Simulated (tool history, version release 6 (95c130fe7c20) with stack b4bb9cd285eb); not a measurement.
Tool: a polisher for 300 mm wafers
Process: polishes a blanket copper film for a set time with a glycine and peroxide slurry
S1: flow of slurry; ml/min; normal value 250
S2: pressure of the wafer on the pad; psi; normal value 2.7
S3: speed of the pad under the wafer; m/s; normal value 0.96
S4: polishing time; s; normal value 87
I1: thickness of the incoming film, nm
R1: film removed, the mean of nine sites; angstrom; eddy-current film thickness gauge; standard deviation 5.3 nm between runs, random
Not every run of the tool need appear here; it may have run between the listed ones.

{"run": 1, "hour": 0.0, "S1": 250, "S2": 2.4, "S3": 0.74, "S4": 87, "I1": 1347, "R1": 2791}
{"run": 2, "hour": 28.2, "S1": 250, "S2": 2.4, "S3": 0.74, "S4": 87, "I1": 1377.9, "R1": 2780}
{"run": 3, "hour": 106.0, "S1": 250, "S2": 3.4, "S3": 0.96, "S4": 69, "I1": 1367.9, "R1": 3401}
{"run": 4, "hour": 119.0, "S1": 250, "S2": 2.7, "S3": 1.2, "S4": 87, "I1": 1359.1, "R1": 4243}
{"run": 5, "hour": 135.7, "S1": 250, "S2": 2.7, "S3": 1.2, "S4": 87, "I1": 1389, "R1": 4164}
{"run": 6, "hour": 162.0, "S1": 250, "S2": 2.1, "S3": 0.96, "S4": 87, "I1": 1373.5, "R1": 3073}
{"run": 7, "hour": 191.6, "S1": 250, "S2": 2.7, "S3": 1.18, "S4": 87, "I1": 1375.7, "R1": 4365}
{"run": 8, "hour": 223.7, "S1": 250, "S2": 2.7, "S3": 1.18, "S4": 87, "I1": 1360.8, "R1": 4272}
{"run": 9, "hour": 257.8, "S1": 270, "S2": 2.7, "S3": 0.96, "S4": 87, "I1": 1375.2, "R1": 3585}
{"run": 10, "hour": 291.4, "S1": 270, "S2": 2.7, "S3": 0.96, "S4": 87, "I1": 1392.6, "R1": 3522}
{"run": 11, "hour": 388.4, "S1": 270, "S2": 2.7, "S3": 0.96, "S4": 87, "I1": 1385.1, "R1": 3704}
{"run": 12, "hour": 400.5, "S1": 250, "S2": 2.7, "S3": 0.96, "S4": 87, "I1": 1378.7, "R1": 3747}
{"run": 13, "hour": 429.8, "S1": 250, "S2": 2.7, "S3": 0.96, "S4": 87, "I1": 1354.5, "R1": 3659}
{"run": 14, "hour": 460.3, "S1": 250, "S2": 2.7, "S3": 0.96, "S4": 87, "I1": 1377.5, "R1": 3632}
{"run": 15, "hour": 479.1, "S1": 250, "S2": 2.7, "S3": 0.96, "S4": 87, "I1": 1374.6, "R1": 3449}
{"run": 16, "hour": 500.1, "S1": 250, "S2": 2.7, "S3": 0.96, "S4": 87, "I1": 1396.8, "R1": 3495}
{"run": 17, "hour": 533.2, "S1": 250, "S2": 2.7, "S3": 0.8, "S4": 87, "I1": 1363.4, "R1": 3294}
{"run": 18, "hour": 554.3, "S1": 250, "S2": 2.7, "S3": 0.96, "S4": 87, "I1": 1384, "R1": 3696}
{"run": 19, "hour": 568.1, "S1": 250, "S2": 2.7, "S3": 1.2, "S4": 87, "I1": 1360.3, "R1": 4343}
{"run": 20, "hour": 599.5, "S1": 185, "S2": 2.7, "S3": 1.08, "S4": 87, "I1": 1378.2, "R1": 3821}
{"run": 21, "hour": 633.6, "S1": 330, "S2": 3.2, "S3": 1.28, "S4": 66, "I1": 1356.9, "R1": 4159}
{"run": 22, "hour": 661.2, "S1": 250, "S2": 2.7, "S3": 0.96, "S4": 87, "I1": 1367.5, "R1": 3546}
{"run": 23, "hour": 685.8, "S1": 270, "S2": 2.7, "S3": 0.96, "S4": 87, "I1": 1380.6, "R1": 3520}
{"run": 24, "hour": 701.3, "S1": 250, "S2": 2.7, "S3": 0.96, "S4": 102, "I1": 1356.2, "R1": 4192}
{"run": 25, "hour": 716.8, "S1": 210, "S2": 3.4, "S3": 0.96, "S4": 78, "I1": 1371.8, "R1": 3983}
{"run": 26, "hour": 730.4, "S1": 250, "S2": 2.7, "S3": 0.96, "S4": 79, "I1": 1371.1, "R1": 3480}
{"run": 27, "hour": 747.6, "S1": 325, "S2": 2.1, "S3": 0.96, "S4": 73, "I1": 1368.2, "R1": 2555}
{"run": 28, "hour": 775.4, "S1": 250, "S2": 2.7, "S3": 0.74, "S4": 87, "I1": 1367.4, "R1": 3137}
{"run": 29, "hour": 802.2, "S1": 250, "S2": 2.7, "S3": 0.96, "S4": 87, "I1": 1352.5, "R1": 3644}
{"run": 30, "hour": 836.0, "S1": 250, "S2": 2, "S3": 0.96, "S4": 87, "I1": 1369.2, "R1": 2825}
{"run": 31, "hour": 861.1, "S1": 250, "S2": 2.7, "S3": 0.96, "S4": 87, "I1": 1361.1, "R1": 3641}
{"run": 32, "hour": 886.8, "S1": 220, "S2": 2.7, "S3": 1.22, "S4": 74, "I1": 1374.8, "R1": 3543}
{"run": 33, "hour": 909.6, "S1": 250, "S2": 2.7, "S3": 0.96, "S4": 87, "I1": 1377.7, "R1": 3489}
{"run": 34, "hour": 943.7, "S1": 295, "S2": 2.7, "S3": 1.08, "S4": 70, "I1": 1389.4, "R1": 3335}

The log once held 8 entries between its listed runs, left out of this copy. Where does each go, and what is different about the tool's unlogged condition between the listed run before it and the listed run after it?
Logged between run 5 and run 6: worn pad replaced by a new one (hour 158)
  removal rate lost through wear of the pad, %: 7.23 -> 1.04
  what was measured, less what the result would be without the hidden state, R1: -324 -> -33 angstrom
Logged between run 10 and run 11: slurry nozzle cleaned (hour 308.2); worn pad replaced by a new one (hour 331.4)
  removal rate lost through wear of the pad, %: 6.24 -> 2.53
  what was measured, less what the result would be without the hidden state, R1: -234 -> -96 angstrom
Logged between run 16 and run 17: worn pad replaced by a new one (hour 523.2)
  removal rate lost through wear of the pad, %: 7.02 -> 0.54
  what was measured, less what the result would be without the hidden state, R1: -264 -> -18 angstrom
Logged between run 21 and run 22: head pressure recalibrated (hour 659.4)
  removal rate lost through wear of the pad, %: 4.58 -> 5.69
  what was measured, less what the result would be without the hidden state, R1: -200 -> -214 angstrom
Logged between run 24 and run 25: worn pad replaced by a new one (hour 706.2)
  removal rate lost through wear of the pad, %: 7.3 -> 0.442
  what was measured, less what the result would be without the hidden state, R1: -331 -> -18 angstrom
Logged between run 26 and run 27: slurry nozzle cleaned (hour 742.8)
  removal rate lost through wear of the pad, %: 0.99 -> 1.68
  what was measured, less what the result would be without the hidden state, R1: -34 -> -44 angstrom
Logged between run 33 and run 34: worn pad replaced by a new one (hour 922.2)
  removal rate lost through wear of the pad, %: 8.2 -> 1.55
  what was measured, less what the result would be without the hidden state, R1: -312 -> -53 angstrom
